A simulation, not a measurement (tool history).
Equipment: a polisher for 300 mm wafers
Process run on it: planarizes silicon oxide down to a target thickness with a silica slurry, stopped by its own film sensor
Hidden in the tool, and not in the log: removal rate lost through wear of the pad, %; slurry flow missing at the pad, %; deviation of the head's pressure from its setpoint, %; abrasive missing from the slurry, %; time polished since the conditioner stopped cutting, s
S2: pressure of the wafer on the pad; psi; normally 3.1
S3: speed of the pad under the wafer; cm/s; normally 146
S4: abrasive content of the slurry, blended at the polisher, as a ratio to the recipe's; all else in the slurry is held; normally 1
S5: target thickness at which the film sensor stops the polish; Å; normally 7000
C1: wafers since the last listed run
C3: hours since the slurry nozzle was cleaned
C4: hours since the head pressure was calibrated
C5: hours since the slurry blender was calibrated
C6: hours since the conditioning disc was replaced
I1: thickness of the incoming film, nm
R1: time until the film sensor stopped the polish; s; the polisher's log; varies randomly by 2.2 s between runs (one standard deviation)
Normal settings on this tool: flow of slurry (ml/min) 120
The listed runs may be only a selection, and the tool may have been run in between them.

run 1 hour=0 | flow_of_slurry_(ml/min)=105 S2=3.1 S3=146 S4=1 S5=7000 | C1=0 wafers_polished_on_this_pad=525 C3=827.1 C4=626.5 C5=299.6 C6=287.5 | I1=1085.1 | R1=154.3
run 2 hour=10.6 | flow_of_slurry_(ml/min)=105 S2=3.1 S3=146 S4=1 S5=7000 | C1=47 wafers_polished_on_this_pad=573 C3=837.7 C4=637.1 C5=310.2 C6=298.1 | I1=1082.5 | R1=155.1
run 3 hour=24.4 | flow_of_slurry_(ml/min)=120 S2=3.1 S3=146 S4=1 S5=6550 | C1=62 wafers_polished_on_this_pad=635 C3=851.5 C4=650.9 C5=324 C6=311.9 | I1=1082.5 | R1=166.3
run 4 hour=32.4 | flow_of_slurry_(ml/min)=120 S2=3.1 S3=146 S4=1 S5=6550 | C1=36 wafers_polished_on_this_pad=671 C3=859.5 C4=658.9 C5=332 C6=319.9 | I1=1099.9 | R1=171.8
-- hour=38 worn pad replaced by a new one
run 5 hour=50.2 | flow_of_slurry_(ml/min)=120 S2=3.4 S3=146 S4=1 S5=6220 | C1=62 wafers_polished_on_this_pad=55 C3=877.3 C4=676.7 C5=349.8 C6=337.7 | I1=1108.3 | R1=160.7
run 6 hour=64.1 | flow_of_slurry_(ml/min)=120 S2=3.1 S3=146 S4=1 S5=7000 | C1=62 wafers_polished_on_this_pad=118 C3=891.2 C4=690.6 C5=363.7 C6=351.6 | I1=1079 | R1=137.9
run 7 hour=77 | flow_of_slurry_(ml/min)=120 S2=3.1 S3=146 S4=1 S5=7000 | C1=58 wafers_polished_on_this_pad=176 C3=904.1 C4=703.5 C5=376.6 C6=364.5 | I1=1074.4 | R1=143.2
run 8 hour=90.8 | flow_of_slurry_(ml/min)=120 S2=3.1 S3=146 S4=1 S5=7000 | C1=62 wafers_polished_on_this_pad=238 C3=917.9 C4=717.3 C5=390.4 C6=378.3 | I1=1102.4 | R1=164.6
-- hour=104.2 slurry blender recalibrated
run 9 hour=131.7 | flow_of_slurry_(ml/min)=120 S2=3.1 S3=146 S4=1 S5=7000 | C1=175 wafers_polished_on_this_pad=414 C3=958.8 C4=758.2 C5=27.5 C6=419.2 | I1=1084.3 | R1=134.5
-- hour=139.3 conditioning disc replaced and pad reconditioned
run 10 hour=139.8 | flow_of_slurry_(ml/min)=100 S2=3.1 S3=178 S4=0.75 S5=7000 | C1=27 wafers_polished_on_this_pad=442 C3=966.9 C4=766.3 C5=35.6 C6=0.5 | I1=1082.1 | R1=136.6
-- hour=147 slurry nozzle cleaned
run 11 hour=155.2 | flow_of_slurry_(ml/min)=120 S2=3.1 S3=146 S4=1 S5=6550 | C1=65 wafers_polished_on_this_pad=507 C3=8.2 C4=781.7 C5=51 C6=15.9 | I1=1107.5 | R1=155
run 12 hour=166.8 | flow_of_slurry_(ml/min)=120 S2=2.1 S3=146 S4=1 S5=7000 | C1=52 wafers_polished_on_this_pad=560 C3=19.8 C4=793.3 C5=62.6 C6=27.5 | I1=1111.7 | R1=184.1
-- hour=185.4 head pressure recalibrated
-- hour=202.1 worn pad replaced by a new one
run 13 hour=204.6 | flow_of_slurry_(ml/min)=120 S2=3.5 S3=132 S4=1 S5=7000 | C1=143 wafers_polished_on_this_pad=11 C3=57.6 C4=19.2 C5=100.4 C6=65.3 | I1=1082.1 | R1=113.5
run 14 hour=215.8 | flow_of_slurry_(ml/min)=150 S2=3.1 S3=146 S4=1 S5=7000 | C1=50 wafers_polished_on_this_pad=62 C3=68.8 C4=30.4 C5=111.6 C6=76.5 | I1=1109.7 | R1=122.1
run 15 hour=229.4 | flow_of_slurry_(ml/min)=120 S2=3.1 S3=146 S4=1 S5=7990 | C1=61 wafers_polished_on_this_pad=123 C3=82.4 C4=44 C5=125.2 C6=90.1 | I1=1088.1 | R1=96.9
run 16 hour=241.9 | flow_of_slurry_(ml/min)=120 S2=3.1 S3=146 S4=1 S5=7000 | C1=56 wafers_polished_on_this_pad=180 C3=94.9 C4=56.5 C5=137.7 C6=102.6 | I1=1090.2 | R1=125.8
run 17 hour=255.1 | flow_of_slurry_(ml/min)=120 S2=3.1 S3=176 S4=1 S5=5750 | C1=59 wafers_polished_on_this_pad=239 C3=108.1 C4=69.7 C5=150.9 C6=115.8 | I1=1078.6 | R1=144.5
run 18 hour=261.8 | flow_of_slurry_(ml/min)=120 S2=3.1 S3=146 S4=1 S5=7000 | C1=30 wafers_polished_on_this_pad=270 C3=114.8 C4=76.4 C5=157.6 C6=122.5 | I1=1080.3 | R1=135.2
run 19 hour=277.8 | flow_of_slurry_(ml/min)=100 S2=2.5 S3=146 S4=1.25 S5=7000 | C1=72 wafers_polished_on_this_pad=342 C3=130.8 C4=92.4 C5=173.6 C6=138.5 | I1=1076.6 | R1=146.9

Describe how what the log doesn't record of the tool's condition differs between the last listed run preceding each entry between runs and the first listed run following it.
After run 4, before run 5: worn pad replaced by a new one (hour 38)
  removal rate lost through wear of the pad, %: 14.3 -> 3.68; abrasive missing from the slurry, %: 22.5 -> 24.6
  the result without the hidden state subtracted from the measured one, R1: +41.1 -> +25.3 s
After run 8, before run 9: slurry blender recalibrated (hour 104.2)
  removal rate lost through wear of the pad, %: 9.76 -> 12.7; abrasive missing from the slurry, %: 29.8 -> 2.67
  the result without the hidden state subtracted from the measured one, R1: +39.3 -> +18.6 s
After run 9, before run 10: conditioning disc replaced and pad reconditioned (hour 139.3)
  removal rate lost through wear of the pad, %: 12.7 -> 13.1; abrasive missing from the slurry, %: 2.67 -> 2.76
  the result without the hidden state subtracted from the measured one, R1: +18.6 -> +19.6 s
After run 10, before run 11: slurry nozzle cleaned (hour 147)
  removal rate lost through wear of the pad, %: 13.1 -> 13.7; abrasive missing from the slurry, %: 2.76 -> 2.99
  the result without the hidden state subtracted from the measured one, R1: +19.6 -> +23 s
After run 12, before run 13: head pressure recalibrated (hour 185.4); worn pad replaced by a new one (hour 202.1)
  removal rate lost through wear of the pad, %: 14 -> 0.696; abrasive missing from the slurry, %: 3.22 -> 4.3
  the result without the hidden state subtracted from the measured one, R1: +28.1 -> +3 s
